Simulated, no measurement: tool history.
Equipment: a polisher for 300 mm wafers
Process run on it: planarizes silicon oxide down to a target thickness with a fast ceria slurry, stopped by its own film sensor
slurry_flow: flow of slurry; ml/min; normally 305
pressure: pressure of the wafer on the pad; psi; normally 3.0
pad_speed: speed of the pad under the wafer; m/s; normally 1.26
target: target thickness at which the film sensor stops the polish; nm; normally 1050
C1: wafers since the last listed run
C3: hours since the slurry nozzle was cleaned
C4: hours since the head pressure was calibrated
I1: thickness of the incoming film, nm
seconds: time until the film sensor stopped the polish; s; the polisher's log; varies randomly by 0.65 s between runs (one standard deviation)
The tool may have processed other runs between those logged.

run 1 hour=0.0 | slurry_flow=305 pressure=3.0 pad_speed=1.26 target=1050 | C1=0 wafers_polished_on_this_pad=628 C3=327.8 C4=1085.0 | I1=2118.8 | seconds=53.2
-- hour=16.7 worn pad replaced by a new one
run 2 hour=17.2 | slurry_flow=305 pressure=3.0 pad_speed=1.26 target=1050 | C1=147 wafers_polished_on_this_pad=5 C3=345.0 C4=1102.2 | I1=2071.9 | seconds=46.9
run 3 hour=32.6 | slurry_flow=305 pressure=3.0 pad_speed=1.58 target=939 | C1=171 wafers_polished_on_this_pad=176 C3=360.4 C4=1117.6 | I1=2095.7 | seconds=41.5
run 4 hour=49.9 | slurry_flow=305 pressure=3.0 pad_speed=1.58 target=939 | C1=192 wafers_polished_on_this_pad=369 C3=377.7 C4=1134.9 | I1=2105.8 | seconds=43.6
run 5 hour=69.6 | slurry_flow=305 pressure=3.0 pad_speed=1.26 target=1050 | C1=219 wafers_polished_on_this_pad=589 C3=397.4 C4=1154.6 | I1=2093.8 | seconds=52.0
-- hour=76.0 worn pad replaced by a new one
run 6 hour=88.1 | slurry_flow=305 pressure=3.0 pad_speed=1.26 target=1050 | C1=161 wafers_polished_on_this_pad=134 C3=415.9 C4=1173.1 | I1=2110.3 | seconds=47.7
run 7 hour=114.0 | slurry_flow=305 pressure=3.0 pad_speed=1.26 target=1050 | C1=288 wafers_polished_on_this_pad=423 C3=441.8 C4=1199.0 | I1=2098.1 | seconds=50.1
-- hour=129.8 head pressure recalibrated
-- hour=131.2 worn pad replaced by a new one, of another model than before
run 8 hour=131.7 | slurry_flow=305 pressure=3.5 pad_speed=0.86 target=1050 | C1=158 wafers_polished_on_this_pad=5 C3=459.5 C4=1.9 | I1=2093.7 | seconds=50.6
run 9 hour=146.5 | slurry_flow=245 pressure=3.7 pad_speed=1.08 target=1050 | C1=164 wafers_polished_on_this_pad=170 C3=474.3 C4=16.7 | I1=2074.7 | seconds=46.6
-- hour=165.9 slurry nozzle cleaned
run 10 hour=179.8 | slurry_flow=260 pressure=2.1 pad_speed=1.10 target=1335 | C1=359 wafers_polished_on_this_pad=530 C3=13.9 C4=50.0 | I1=2086.3 | seconds=53.3
-- hour=197.8 worn pad replaced by a new one
run 11 hour=198.9 | slurry_flow=305 pressure=3.0 pad_speed=1.26 target=1050 | C1=168 wafers_polished_on_this_pad=12 C3=33.0 C4=69.1 | I1=2071.4 | seconds=45.8
run 12 hour=219.8 | slurry_flow=305 pressure=3.0 pad_speed=1.26 target=1360 | C1=232 wafers_polished_on_this_pad=245 C3=53.9 C4=90.0 | I1=2100.0 | seconds=34.5
run 13 hour=236.0 | slurry_flow=225 pressure=2.7 pad_speed=1.44 target=1371 | C1=180 wafers_polished_on_this_pad=425 C3=70.1 C4=106.2 | I1=2044.0 | seconds=33.7
-- hour=256.1 worn pad replaced by a new one
run 14 hour=267.8 | slurry_flow=305 pressure=3.0 pad_speed=1.26 target=1050 | C1=309 wafers_polished_on_this_pad=129 C3=101.9 C4=138.0 | I1=2130.1 | seconds=51.0
run 15 hour=293.2 | slurry_flow=305 pressure=3.0 pad_speed=1.56 target=756 | C1=283 wafers_polished_on_this_pad=412 C3=127.3 C4=163.4 | I1=2063.2 | seconds=57.7

Branching from run 15: 4 alternative next runs. What would each branch give?
run A hour=293.6 | slurry_flow=305 pressure=3.0 pad_speed=1.52 target=1050 | C1=4 wafers_polished_on_this_pad=417 C3=127.7 C4=163.8 | I1=2096.3 | seconds=?
run B hour=293.6 | slurry_flow=390 pressure=3.7 pad_speed=1.38 target=1353 | C1=4 wafers_polished_on_this_pad=417 C3=127.7 C4=163.8 | I1=2096.3 | seconds=?
run C hour=293.6 | slurry_flow=400 pressure=2.7 pad_speed=0.88 target=1403 | C1=4 wafers_polished_on_this_pad=417 C3=127.7 C4=163.8 | I1=2096.3 | seconds=?
run D hour=293.6 | slurry_flow=340 pressure=3.5 pad_speed=1.26 target=904 | C1=4 wafers_polished_on_this_pad=417 C3=127.7 C4=163.8 | I1=2096.3 | seconds=?

run=A seconds=46.2
run=B seconds=28.6
run=C seconds=42.2
run=D seconds=51.1
Take away the tool's hidden state, keep each run's random variation, and the runs would have read:
run=A seconds=42.6
run=B seconds=26.4
run=C seconds=39.0
run=D seconds=47.1
